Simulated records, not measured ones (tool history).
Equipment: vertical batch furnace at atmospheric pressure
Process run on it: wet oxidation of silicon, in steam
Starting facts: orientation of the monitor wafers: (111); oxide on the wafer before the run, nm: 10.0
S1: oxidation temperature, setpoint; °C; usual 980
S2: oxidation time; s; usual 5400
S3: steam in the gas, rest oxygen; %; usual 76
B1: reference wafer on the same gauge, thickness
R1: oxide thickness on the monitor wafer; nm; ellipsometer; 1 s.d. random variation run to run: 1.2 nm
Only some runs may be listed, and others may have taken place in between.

run,day,S1,S2,S3,B1,R1
1,0.000,980,5400,76,438.83,440.67
2,0.404,980,5400,76,438.81,439.21
3,0.867,980,5400,76,438.96,440.89
4,1.196,980,5400,76,438.54,439.56
5,1.542,980,5400,76,438.18,441.61
6,2.117,980,5400,76,438.97,441.31
7,2.567,962,5400,76,438.67,394.09
8,3.138,962,5400,76,438.59,393.17
9,3.821,980,5400,76,438.59,441.04
10,4.412,980,5400,76,439.11,440.69
11,4.708,980,5400,76,438.87,441.73
# day 6.042: thermocouples replaced and temperature profile calibrated
12,6.062,980,5400,76,438.61,439.93
13,6.617,980,5400,76,438.43,439.42
# day 7.621: steam generator serviced
14,7.642,980,5400,76,439.70,441.62
15,7.900,969,5400,76,439.29,412.30
16,8.650,961,7410,71,439.15,458.42
17,9.054,961,2730,69,439.31,230.22
18,9.738,993,6330,81,438.96,542.48
19,10.354,995,7950,86,438.96,648.92
20,10.704,1003,7740,87,438.75,666.46
# day 11.433: gauge calibrated
21,11.438,980,3510,76,438.32,332.21
22,11.896,980,5400,76,439.21,439.54
23,12.388,980,3000,64,438.95,267.38
24,13.062,998,5400,67,439.23,450.35
25,13.754,980,5400,76,439.54,438.84
26,14.492,980,5400,76,438.34,438.86
27,16.517,987,6150,69,439.19,467.81
28,17.188,980,5400,80,438.84,454.71
29,17.762,980,8100,76,439.24,566.93

State the hidden condition of the tool at each of the runs:
true tube temperature minus thermocouple reading, K: 0 in every run
steam share off its setpoint, % of the setpoint: 0 in every run
gauge reads high (%): 0 in every run

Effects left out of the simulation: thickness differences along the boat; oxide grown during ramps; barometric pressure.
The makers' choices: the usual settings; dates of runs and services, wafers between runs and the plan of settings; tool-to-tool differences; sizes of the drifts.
